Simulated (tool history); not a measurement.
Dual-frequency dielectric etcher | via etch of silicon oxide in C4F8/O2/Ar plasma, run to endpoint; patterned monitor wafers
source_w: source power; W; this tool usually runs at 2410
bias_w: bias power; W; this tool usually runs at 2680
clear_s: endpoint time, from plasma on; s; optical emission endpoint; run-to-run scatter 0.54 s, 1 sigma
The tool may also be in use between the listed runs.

run	hour	source_w	bias_w	incoming incoming film thickness, nm	clear_s
1	0.0	2410	2924	1085.0	169.3
2	15.8	2410	2924	1081.0	167.9
3	26.8	2410	2924	1082.4	168.7
4	35.8	2750	2680	1076.1	164.8
5	47.1	2750	2680	1070.2	163.4
6	63.4	2750	2680	1092.2	167.4
7	71.2	2010	2680	1088.5	184.6
8	79.5	2010	2680	1079.6	184.5
9	115.0	2010	2680	1088.0	185.0
10	132.7	2080	2680	1077.1	180.0
# hour 139.8: bias power generator calibrated
11	140.3	2080	2680	1080.5	181.4
12	151.6	2410	2893	1072.3	166.6
13	165.5	2410	2924	1093.1	169.0
14	172.6	2140	2901	1077.4	173.9
15	179.2	2830	3227	1093.0	155.0
# hour 205.3: source power generator calibrated
# hour 213.1: upper electrode replaced
# hour 224.7: wet clean of the chamber
16	225.2	2410	2680	1083.3	179.5
17	225.6	2410	2889	1081.3	175.5
18	226.0	2600	3298	1083.4	163.7
19	232.8	2410	2680	1079.4	179.2
20	240.1	2140	2486	1084.4	191.5
21	275.9	2600	3298	1085.2	164.3
22	288.9	2060	2016	1083.1	209.2

Branching from run 22: 3 alternative next runs. What would each branch give?
A	289.4	2410	2680	1076.7	?
B	289.4	2140	3013	1076.7	?
C	289.4	1920	2231	1076.7	?

run	clear_s
A	178.3
B	178.7
C	204.9
Without the tool's unlogged condition, the same runs would have read:
run	clear_s
A	178.7
B	179.1
C	205.4

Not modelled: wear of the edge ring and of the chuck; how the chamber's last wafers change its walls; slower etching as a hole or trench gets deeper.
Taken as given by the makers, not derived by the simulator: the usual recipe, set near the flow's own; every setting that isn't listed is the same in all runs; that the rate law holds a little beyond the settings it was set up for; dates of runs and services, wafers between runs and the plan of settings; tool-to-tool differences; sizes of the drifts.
